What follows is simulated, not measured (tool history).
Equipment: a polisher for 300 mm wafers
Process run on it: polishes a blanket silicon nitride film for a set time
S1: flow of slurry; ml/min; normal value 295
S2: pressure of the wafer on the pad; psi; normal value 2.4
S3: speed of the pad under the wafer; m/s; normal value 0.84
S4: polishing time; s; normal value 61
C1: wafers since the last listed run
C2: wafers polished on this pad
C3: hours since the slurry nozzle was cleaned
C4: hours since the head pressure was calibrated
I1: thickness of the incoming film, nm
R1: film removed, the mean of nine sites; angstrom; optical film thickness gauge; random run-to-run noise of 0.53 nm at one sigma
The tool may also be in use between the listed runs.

| run | hour | S1 | S2 | S3 | S4 | C1 | C2 | C3 | C4 | I1 | R1 |
|---|---|---|---|---|---|---|---|---|---|---|---|
| 1 | 0.0 | 295 | 2.4 | 0.84 | 61 | 0 | 2327 | 134.1 | 14.6 | 529.7 | 527 |
| 2 | 57.0 | 295 | 2.4 | 0.84 | 61 | 419 | 2746 | 191.1 | 71.6 | 524.2 | 543 |
| 3 | 149.4 | 295 | 2.4 | 0.66 | 61 | 680 | 3427 | 283.5 | 164.0 | 533.9 | 444 |
| 4 | 246.3 | 295 | 2.4 | 0.66 | 61 | 713 | 4141 | 380.4 | 260.9 | 529.8 | 422 |
| 5 | 291.0 | 295 | 2.4 | 0.84 | 61 | 329 | 4470 | 425.1 | 305.6 | 531.2 | 510 |
|  | 320.5 | worn pad replaced by a new one |
| 6 | 330.2 | 295 | 2.4 | 0.76 | 61 | 259 | 71 | 464.3 | 344.8 | 533.0 | 453 |
| 7 | 435.2 | 295 | 2.4 | 0.76 | 61 | 773 | 844 | 569.3 | 449.8 | 529.1 | 463 |
| 8 | 488.0 | 295 | 2.4 | 0.76 | 61 | 388 | 1233 | 622.1 | 502.6 | 532.6 | 456 |
|  | 535.5 | slurry nozzle cleaned |
|  | 562.0 | head pressure recalibrated |
| 9 | 566.6 | 295 | 2.4 | 0.84 | 61 | 556 | 1790 | 31.1 | 4.6 | 528.6 | 491 |
| 10 | 629.6 | 295 | 2.4 | 0.84 | 61 | 464 | 2254 | 94.1 | 67.6 | 531.7 | 487 |
| 11 | 709.1 | 295 | 2.4 | 0.62 | 61 | 585 | 2839 | 173.6 | 147.1 | 521.5 | 382 |
| 12 | 804.4 | 295 | 2.4 | 0.62 | 61 | 701 | 3541 | 268.9 | 242.4 | 519.3 | 375 |
| 13 | 909.8 | 295 | 2.4 | 0.72 | 61 | 776 | 4317 | 374.3 | 347.8 | 524.2 | 423 |
| 14 | 955.4 | 295 | 2.4 | 0.72 | 61 | 335 | 4653 | 419.9 | 393.4 | 541.2 | 423 |
| 15 | 1053.6 | 295 | 2.4 | 0.84 | 61 | 723 | 5376 | 518.1 | 491.6 | 527.3 | 457 |
|  | 1069.3 | worn pad replaced by a new one, repeated, since the last time left the tool worse |
|  | 1092.7 | slurry nozzle cleaned |
| 16 | 1093.6 | 295 | 2.4 | 0.84 | 61 | 257 | 171 | 0.9 | 531.6 | 521.6 | 533 |
| 17 | 1133.5 | 295 | 3.0 | 0.84 | 61 | 293 | 465 | 40.8 | 571.5 | 537.2 | 658 |
| 18 | 1204.3 | 235 | 2.4 | 0.84 | 61 | 521 | 987 | 111.6 | 642.3 | 523.5 | 536 |
|  | 1286.3 | head pressure recalibrated |
| 19 | 1293.2 | 295 | 1.9 | 0.84 | 61 | 640 | 1627 | 200.5 | 6.9 | 527.4 | 439 |
| 20 | 1371.9 | 295 | 2.4 | 0.84 | 61 | 579 | 2206 | 279.2 | 85.6 | 533.1 | 529 |
| 21 | 1428.9 | 255 | 2.8 | 0.84 | 61 | 419 | 2626 | 336.2 | 142.6 | 527.4 | 604 |
| 22 | 1497.3 | 295 | 2.4 | 0.66 | 61 | 503 | 3130 | 404.6 | 211.0 | 524.8 | 435 |
| 23 | 1563.0 | 295 | 1.8 | 0.84 | 61 | 483 | 3614 | 470.3 | 276.7 | 523.2 | 403 |
| 24 | 1616.3 | 370 | 2.4 | 1.10 | 73 | 392 | 4006 | 523.6 | 330.0 | 528.2 | 782 |
|  | 1660.3 | slurry nozzle cleaned |
| 25 | 1693.2 | 295 | 2.4 | 1.08 | 61 | 559 | 4565 | 32.9 | 406.9 | 538.2 | 628 |
|  | 1718.0 | worn pad replaced by a new one |
| 26 | 1780.4 | 295 | 2.4 | 0.64 | 61 | 612 | 459 | 120.1 | 494.1 | 535.7 | 433 |
| 27 | 1868.6 | 295 | 2.4 | 1.10 | 61 | 649 | 1109 | 208.3 | 582.3 | 529.9 | 663 |
|  | 1943.7 | head pressure recalibrated |
| 28 | 1965.5 | 295 | 2.4 | 0.64 | 42 | 698 | 1808 | 305.2 | 21.8 | 537.4 | 298 |
| 29 | 2057.4 | 295 | 2.4 | 0.84 | 74 | 676 | 2485 | 397.1 | 113.7 | 524.5 | 654 |
| 30 | 2159.2 | 295 | 1.8 | 0.84 | 49 | 749 | 3235 | 498.9 | 215.5 | 530.7 | 324 |
| 31 | 2227.0 | 295 | 2.4 | 0.84 | 61 | 499 | 3734 | 566.7 | 283.3 | 526.2 | 520 |
|  | 2273.7 | slurry nozzle cleaned |
|  | 2438.4 | worn pad replaced by a new one |
| 32 | 2487.6 | 295 | 2.4 | 0.84 | 61 | 1882 | 362 | 213.9 | 543.9 | 524.1 | 544 |
| 33 | 2525.1 | 295 | 2.4 | 0.84 | 61 | 276 | 638 | 251.4 | 581.4 | 536.6 | 540 |
|  | 2552.9 | head pressure recalibrated |
| 34 | 2565.9 | 200 | 2.4 | 0.84 | 61 | 285 | 924 | 292.2 | 13.0 | 522.7 | 535 |
| 35 | 2657.2 | 295 | 2.4 | 0.84 | 61 | 672 | 1596 | 383.5 | 104.3 | 540.8 | 533 |
| 36 | 2744.3 | 295 | 2.4 | 0.84 | 61 | 641 | 2238 | 470.6 | 191.4 | 538.1 | 531 |
| 37 | 2792.4 | 295 | 3.0 | 0.54 | 81 | 354 | 2592 | 518.7 | 239.5 | 533.9 | 618 |

List, for all runs, the conditions of the tool that the log does not record:
slurry flow missing at the pad, %: 0, the same for each run
deviation of the head's pressure from its setpoint, %: 0, the same for each run
H1: removal rate lost through wear of the pad, %
| run | H1 |
|---|---|
| 1 | 1.63 |
| 2 | 2.13 |
| 3 | 3.11 |
| 4 | 4.37 |
| 5 | 5.04 |
| 6 | 8.42 |
| 7 | 8.59 |
| 8 | 8.77 |
| 9 | 9.18 |
| 10 | 9.63 |
| 11 | 10.3 |
| 12 | 11.4 |
| 13 | 12.8 |
| 14 | 13.5 |
| 15 | 15.2 |
| 16 | 0.407 |
| 17 | 0.451 |
| 18 | 0.629 |
| 19 | 1.03 |
| 20 | 1.55 |
| 21 | 2.03 |
| 22 | 2.71 |
| 23 | 3.48 |
| 24 | 4.18 |
| 25 | 5.31 |
| 26 | 0.262 |
| 27 | 0.499 |
| 28 | 0.986 |
| 29 | 1.67 |
| 30 | 2.67 |
| 31 | 3.48 |
| 32 | 0.393 |
| 33 | 0.458 |
| 34 | 0.568 |
| 35 | 0.967 |
| 36 | 1.54 |
| 37 | 1.94 |
